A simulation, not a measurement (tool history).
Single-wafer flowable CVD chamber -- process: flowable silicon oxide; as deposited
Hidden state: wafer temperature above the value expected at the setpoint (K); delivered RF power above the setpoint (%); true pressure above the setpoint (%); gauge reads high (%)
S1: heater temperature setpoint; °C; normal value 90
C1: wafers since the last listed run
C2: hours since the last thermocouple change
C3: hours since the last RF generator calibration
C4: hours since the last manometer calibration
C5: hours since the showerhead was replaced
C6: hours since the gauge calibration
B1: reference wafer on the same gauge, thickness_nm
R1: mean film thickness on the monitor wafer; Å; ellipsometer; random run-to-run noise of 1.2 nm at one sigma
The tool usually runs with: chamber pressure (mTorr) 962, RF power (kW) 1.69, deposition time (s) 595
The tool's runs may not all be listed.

{"run": 1, "hour": 0.0, "S1": 90, "chamber pressure (mTorr)": 962, "RF power (kW)": 1.69, "deposition time (s)": 595, "C1": 0, "C2": 1456.5, "C3": 923.7, "C4": 2601.6, "C5": 4981.1, "C6": 187.7, "B1": 537.954, "R1": 6880.73}
{"run": 2, "hour": 18.9, "S1": 90, "chamber pressure (mTorr)": 962, "RF power (kW)": 1.6, "deposition time (s)": 595, "C1": 43, "C2": 1475.4, "C3": 942.6, "C4": 2620.5, "C5": 5000, "C6": 206.6, "B1": 538.333, "R1": 6807.33}
{"run": 3, "hour": 33.8, "S1": 90, "chamber pressure (mTorr)": 962, "RF power (kW)": 1.6, "deposition time (s)": 595, "C1": 34, "C2": 1490.3, "C3": 957.5, "C4": 2635.4, "C5": 5014.9, "C6": 221.5, "B1": 538.545, "R1": 6828.87}
{"run": 4, "hour": 50.1, "S1": 98, "chamber pressure (mTorr)": 962, "RF power (kW)": 1.69, "deposition time (s)": 595, "C1": 37, "C2": 1506.6, "C3": 973.8, "C4": 2651.7, "C5": 5031.2, "C6": 237.8, "B1": 537.692, "R1": 5375.21}
{"run": 5, "hour": 72.7, "S1": 98, "chamber pressure (mTorr)": 962, "RF power (kW)": 1.69, "deposition time (s)": 595, "C1": 52, "C2": 1529.2, "C3": 996.4, "C4": 2674.3, "C5": 5053.8, "C6": 260.4, "B1": 537.837, "R1": 5389.47}
{"run": 6, "hour": 108.0, "S1": 98, "chamber pressure (mTorr)": 962, "RF power (kW)": 1.69, "deposition time (s)": 595, "C1": 82, "C2": 1564.5, "C3": 1031.7, "C4": 2709.6, "C5": 5089.1, "C6": 295.7, "B1": 537.687, "R1": 5390.93}
{"hour": 120.5, "done": "thermocouple changed; heater temperature recalibrated"}
{"run": 7, "hour": 124.2, "S1": 90, "chamber pressure (mTorr)": 962, "RF power (kW)": 1.69, "deposition time (s)": 595, "C1": 19, "C2": 3.7, "C3": 1047.9, "C4": 2725.8, "C5": 5105.3, "C6": 311.9, "B1": 537.879, "R1": 5935.96}
{"hour": 137.8, "done": "RF generator calibrated"}
{"run": 8, "hour": 145.5, "S1": 90, "chamber pressure (mTorr)": 962, "RF power (kW)": 1.69, "deposition time (s)": 595, "C1": 30, "C2": 25, "C3": 7.7, "C4": 2747.1, "C5": 5126.6, "C6": 333.2, "B1": 537.61, "R1": 5954.81}
{"run": 9, "hour": 165.6, "S1": 90, "chamber pressure (mTorr)": 962, "RF power (kW)": 1.69, "deposition time (s)": 595, "C1": 46, "C2": 45.1, "C3": 27.8, "C4": 2767.2, "C5": 5146.7, "C6": 353.3, "B1": 538.096, "R1": 5965.98}
{"hour": 183.9, "done": "capacitance manometer re-zeroed and calibrated"}
{"hour": 185.0, "done": "showerhead replaced"}
{"run": 10, "hour": 185.5, "S1": 90, "chamber pressure (mTorr)": 962, "RF power (kW)": 1.91, "deposition time (s)": 545, "C1": 25, "C2": 65, "C3": 47.7, "C4": 1.6, "C5": 0.5, "C6": 373.2, "B1": 538.029, "R1": 5192.85}
{"hour": 207.2, "done": "gauge calibrated"}
{"run": 11, "hour": 219.8, "S1": 90, "chamber pressure (mTorr)": 962, "RF power (kW)": 1.69, "deposition time (s)": 564, "C1": 79, "C2": 99.3, "C3": 82, "C4": 35.9, "C5": 34.8, "C6": 12.6, "B1": 538.151, "R1": 5246.33}
{"run": 12, "hour": 239.6, "S1": 80, "chamber pressure (mTorr)": 1091, "RF power (kW)": 1.945, "deposition time (s)": 646, "C1": 46, "C2": 119.1, "C3": 101.8, "C4": 55.7, "C5": 54.6, "C6": 32.4, "B1": 537.355, "R1": 9479.1}
{"run": 13, "hour": 266.7, "S1": 102, "chamber pressure (mTorr)": 759, "RF power (kW)": 1.945, "deposition time (s)": 595, "C1": 63, "C2": 146.2, "C3": 128.9, "C4": 82.8, "C5": 81.7, "C6": 59.5, "B1": 537.575, "R1": 3046.04}
{"run": 14, "hour": 295.8, "S1": 90, "chamber pressure (mTorr)": 962, "RF power (kW)": 1.69, "deposition time (s)": 595, "C1": 67, "C2": 175.3, "C3": 158, "C4": 111.9, "C5": 110.8, "C6": 88.6, "B1": 538.215, "R1": 5611.39}
{"run": 15, "hour": 326.5, "S1": 95, "chamber pressure (mTorr)": 962, "RF power (kW)": 1.485, "deposition time (s)": 692, "C1": 71, "C2": 206, "C3": 188.7, "C4": 142.6, "C5": 141.5, "C6": 119.3, "B1": 537.89, "R1": 5360.65}
{"run": 16, "hour": 344.7, "S1": 80, "chamber pressure (mTorr)": 854, "RF power (kW)": 1.895, "deposition time (s)": 558, "C1": 42, "C2": 224.2, "C3": 206.9, "C4": 160.8, "C5": 159.7, "C6": 137.5, "B1": 537.653, "R1": 6521.86}

3 ways to go on from here, each from the tool as it stands after run 16. What would each give?
{"run": "A", "hour": 345.3, "S1": 90, "chamber pressure (mTorr)": 962, "RF power (kW)": 1.69, "deposition time (s)": 518, "C1": 1, "C2": 224.8, "C3": 207.5, "C4": 161.4, "C5": 160.3, "C6": 138.1, "B1": "?", "R1": "?"}
{"run": "B", "hour": 345.3, "S1": 99, "chamber pressure (mTorr)": 962, "RF power (kW)": 1.69, "deposition time (s)": 595, "C1": 1, "C2": 224.8, "C3": 207.5, "C4": 161.4, "C5": 160.3, "C6": 138.1, "B1": "?", "R1": "?"}
{"run": "C", "hour": 345.3, "S1": 75, "chamber pressure (mTorr)": 962, "RF power (kW)": 1.52, "deposition time (s)": 595, "C1": 1, "C2": 224.8, "C3": 207.5, "C4": 161.4, "C5": 160.3, "C6": 138.1, "B1": "?", "R1": "?"}

run=A B1=537.609 R1=4920.47
run=B B1=537.609 R1=4181.95
run=C B1=537.609 R1=8498.82
The same runs, with their run-to-run variation unchanged, on a tool lacking any hidden condition would have given:
run=A R1=4927.61
run=B R1=4187.46
run=C R1=8504.41
